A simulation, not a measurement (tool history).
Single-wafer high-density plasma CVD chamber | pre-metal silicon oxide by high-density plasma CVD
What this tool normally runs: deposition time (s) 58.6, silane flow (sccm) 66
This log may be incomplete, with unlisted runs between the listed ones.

run	hour	deposition time (s)	silane flow (sccm)	wafers since the last listed run	hours since the silane flow controller was replaced	hours since the gauge calibration	read-back reference wafer on the same gauge, thickness_nm	mean film thickness on the monitor wafer (Å)
1	0.0	58.6	66	0	1969.8	441.8	445.523	4088.65
# hour 16.3: gauge calibrated
2	133.3	58.6	66	1190	2103.1	117.0	445.444	4040.82
3	166.8	58.6	66	299	2136.6	150.5	445.623	4047.68
4	229.8	58.6	66	562	2199.6	213.5	446.183	4035.63
5	300.9	58.6	66	634	2270.7	284.6	445.780	4036.46
6	393.1	58.6	72	823	2362.9	376.8	446.808	4352.87
7	555.9	58.6	72	1453	2525.7	539.6	445.263	4363.09
# hour 560.2: gauge calibrated
# hour 569.8: silane flow controller replaced
8	605.3	65.6	75	369	35.5	45.1	445.456	4981.00
9	632.0	62.8	77	238	62.2	71.8	446.022	4898.26
10	663.2	58.6	78	278	93.4	103.0	446.228	4625.91
11	721.5	58.6	66	520	151.7	161.3	445.243	4030.72
12	771.9	54.8	58	450	202.1	211.7	445.650	3449.43
13	843.1	49.5	77	635	273.3	282.9	445.728	3852.70
14	867.8	58.6	66	220	298.0	307.6	445.623	4084.84
15	939.6	55.5	73	641	369.8	379.4	446.041	4145.34

3 ways to go on from here, each from the tool as it stands after run 15. What would each give?
A	940.0	58.6	66	3	370.2	379.8	?	?
B	940.0	63.1	54	3	370.2	379.8	?	?
C	940.0	53.9	70	3	370.2	379.8	?	?

run	read-back reference wafer on the same gauge, thickness_nm	mean film thickness on the monitor wafer (Å)
A	445.593	4046.66
B	445.593	3755.77
C	445.593	3893.40
With no hidden state in the tool, these same runs would have given:
run	mean film thickness on the monitor wafer (Å)
A	4046.66
B	3755.77
C	3893.40
